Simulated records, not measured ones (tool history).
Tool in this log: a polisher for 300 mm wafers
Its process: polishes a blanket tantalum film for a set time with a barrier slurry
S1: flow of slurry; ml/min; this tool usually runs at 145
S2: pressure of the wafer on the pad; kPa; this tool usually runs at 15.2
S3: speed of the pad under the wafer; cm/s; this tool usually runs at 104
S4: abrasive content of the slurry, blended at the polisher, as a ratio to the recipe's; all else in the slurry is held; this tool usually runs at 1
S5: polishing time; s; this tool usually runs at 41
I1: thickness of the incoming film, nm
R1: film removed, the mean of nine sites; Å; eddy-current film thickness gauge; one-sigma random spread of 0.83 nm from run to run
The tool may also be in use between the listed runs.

run   hour   S1    S2   S3    S4  S5     I1    R1
  1      0  145  15.2  104     1  41  279.1   859
        16  -- worn pad replaced by a new one
  2   16.5  145  15.2  104     1  41  277.3   853
  3   47.2  145  15.2  104     1  41  278.6   836
  4   60.3  145  15.2  104     1  41    281   851
  5   76.4  145  15.2  104     1  41  280.6   858
  6  109.1  145  15.2  104     1  41  283.7   869
     135.1  -- worn pad replaced by a new one
  7  138.7  145  15.2  104     1  41    279   850
  8  171.6  145  15.2  104     1  41  278.9   841
  9  183.6  145  15.2  104     1  41  282.1   849
 10  204.7  145  15.2  104     1  41  282.3   871
 11  236.5  145    11  104     1  41  281.2   700
     243.3  -- worn pad replaced by a new one
 12  257.8  145  15.2  104  1.25  41    276   897
 13  311.4  145  15.2  104     1  41  279.9   846
     332.3  -- head pressure recalibrated
     344.3  -- slurry blender recalibrated
 14  344.8  145  10.3  104  1.15  48  278.6   817
     355.3  -- worn pad replaced by a new one
     360.8  -- slurry nozzle cleaned
 15  375.7  145  15.2  104     1  41  279.2   853
 16    397  100  15.2   92   1.1  41  277.8   715
 17  421.4  145  15.2   78     1  46  282.9   724
 18  450.2  145  15.2  126   0.8  41  279.4   983
     462.6  -- worn pad replaced by a new one
 19  483.7  145  15.2  104     1  41  279.3   837
 20  513.9  145  15.2  104     1  41  281.3   854
 21  542.5  145  15.2  134  0.85  41  281.3  1052
 22  559.1  115  15.2  104  1.25  29  278.4   599

Alternative continuations, all from the tool just after run 22; predict every row:
  A  559.5  145  15.2  104     1  41  280.4   ?
  B  559.5  100  13.1  104     1  37  280.4   ?
  C  559.5  195  15.2  104  1.15  41  280.4   ?
  D  559.5  145  18.6  104     1  41  280.4   ?

run   R1
  A  854
  B  637
  C  931
  D  989
What these runs would have given with no unlogged condition in the tool:
run   R1
  A  854
  B  637
  C  931
  D  989

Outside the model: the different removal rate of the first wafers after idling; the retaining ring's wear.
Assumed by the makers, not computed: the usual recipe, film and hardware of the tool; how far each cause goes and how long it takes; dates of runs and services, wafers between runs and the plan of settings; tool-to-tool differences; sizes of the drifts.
